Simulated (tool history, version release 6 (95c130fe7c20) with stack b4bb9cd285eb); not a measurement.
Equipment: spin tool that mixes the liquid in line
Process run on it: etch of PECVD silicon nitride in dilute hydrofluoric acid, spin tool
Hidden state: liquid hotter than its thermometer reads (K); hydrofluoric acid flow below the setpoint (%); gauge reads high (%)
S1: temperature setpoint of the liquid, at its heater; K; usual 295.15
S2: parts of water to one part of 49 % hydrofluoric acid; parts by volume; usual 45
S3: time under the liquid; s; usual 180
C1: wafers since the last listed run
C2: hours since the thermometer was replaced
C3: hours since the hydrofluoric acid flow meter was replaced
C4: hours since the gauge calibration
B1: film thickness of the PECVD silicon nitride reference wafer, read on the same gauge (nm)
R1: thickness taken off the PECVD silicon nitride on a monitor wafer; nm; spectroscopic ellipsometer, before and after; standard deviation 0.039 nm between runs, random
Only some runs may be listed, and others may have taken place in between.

run 1 hour=0 | S1=295.15 S2=45 S3=180 | C1=0 C2=2274.3 C3=551.8 C4=356.7 | B1=99.99 | R1=10.58
run 2 hour=41.8 | S1=295.15 S2=45 S3=180 | C1=240 C2=2316.1 C3=593.6 C4=398.5 | B1=100 | R1=10.56
run 3 hour=105.8 | S1=295.15 S2=45 S3=180 | C1=368 C2=2380.1 C3=657.6 C4=462.5 | B1=100 | R1=10.73
run 4 hour=171.8 | S1=295.15 S2=45 S3=180 | C1=379 C2=2446.1 C3=723.6 C4=528.5 | B1=99.98 | R1=10.63
run 5 hour=230.1 | S1=295.15 S2=45 S3=180 | C1=335 C2=2504.4 C3=781.9 C4=586.8 | B1=100.01 | R1=10.64
run 6 hour=337.8 | S1=295.15 S2=45 S3=180 | C1=619 C2=2612.1 C3=889.6 C4=694.5 | B1=100 | R1=10.64
run 7 hour=408.7 | S1=295.15 S2=60 S3=180 | C1=407 C2=2683 C3=960.5 C4=765.4 | B1=99.99 | R1=8.03
-- hour=423.8 hydrofluoric acid flow meter replaced
run 8 hour=467.2 | S1=295.15 S2=60 S3=180 | C1=330 C2=2741.5 C3=43.4 C4=823.9 | B1=100.01 | R1=8.23
-- hour=519.9 thermometer replaced
run 9 hour=529.5 | S1=295.15 S2=45 S3=180 | C1=352 C2=9.6 C3=105.7 C4=886.2 | B1=100 | R1=10.18
run 10 hour=599.3 | S1=295.15 S2=45 S3=180 | C1=401 C2=79.4 C3=175.5 C4=956 | B1=100 | R1=10.16
-- hour=607.6 gauge calibrated
run 11 hour=635.4 | S1=295.15 S2=45 S3=180 | C1=207 C2=115.5 C3=211.6 C4=27.8 | B1=100.02 | R1=10.24
run 12 hour=679.9 | S1=293.65 S2=25 S3=180 | C1=256 C2=160 C3=256.1 C4=72.3 | B1=100.01 | R1=16.19
run 13 hour=743.7 | S1=295.15 S2=45 S3=180 | C1=367 C2=223.8 C3=319.9 C4=136.1 | B1=100 | R1=10.23
run 14 hour=785.7 | S1=295.15 S2=45 S3=180 | C1=241 C2=265.8 C3=361.9 C4=178.1 | B1=99.99 | R1=10.18
run 15 hour=856 | S1=297.15 S2=45 S3=145 | C1=404 C2=336.1 C3=432.2 C4=248.4 | B1=99.99 | R1=9.4
run 16 hour=889.4 | S1=295.15 S2=65 S3=220 | C1=192 C2=369.5 C3=465.6 C4=281.8 | B1=100 | R1=8.68
run 17 hour=919.9 | S1=295.15 S2=55 S3=105 | C1=175 C2=400 C3=496.1 C4=312.3 | B1=99.99 | R1=4.88
run 18 hour=962.2 | S1=290.65 S2=30 S3=180 | C1=243 C2=442.3 C3=538.4 C4=354.6 | B1=100 | R1=11
run 19 hour=1033.3 | S1=299.15 S2=35 S3=180 | C1=409 C2=513.4 C3=609.5 C4=425.7 | B1=99.98 | R1=17.01
run 20 hour=1079.9 | S1=292.15 S2=25 S3=90 | C1=268 C2=560 C3=656.1 C4=472.3 | B1=100 | R1=7.3
run 21 hour=1144.3 | S1=295.15 S2=35 S3=180 | C1=370 C2=624.4 C3=720.5 C4=536.7 | B1=100 | R1=13.04
run 22 hour=1208.7 | S1=295.15 S2=45 S3=180 | C1=370 C2=688.8 C3=784.9 C4=601.1 | B1=100.01 | R1=10.14
run 23 hour=1243.6 | S1=295.15 S2=45 S3=180 | C1=200 C2=723.7 C3=819.8 C4=636 | B1=100.01 | R1=10.2

Hidden state at the last listed run before each entry between runs and at the first one after, where it differs:
In the gap between runs 7 and 8: hydrofluoric acid flow meter replaced (hour 423.8)
  liquid hotter than its thermometer reads (K): 0.99 -> 1.01; hydrofluoric acid flow below the setpoint (%): 2.97 -> 0.491
  measured result minus the result with no hidden state, R1: +0.29 -> +0.51 nm
In the gap between runs 8 and 9: thermometer replaced (hour 519.9)
  liquid hotter than its thermometer reads (K): 1.01 -> 0.0623; hydrofluoric acid flow below the setpoint (%): 0.491 -> 0.653
  measured result minus the result with no hidden state, R1: +0.51 -> -0.02 nm
In the gap between runs 10 and 11: gauge calibrated (hour 607.6)
  liquid hotter than its thermometer reads (K): 0.0871 -> 0.0999; hydrofluoric acid flow below the setpoint (%): 0.835 -> 0.929
  measured result minus the result with no hidden state, R1: -0.02 -> -0.02 nm
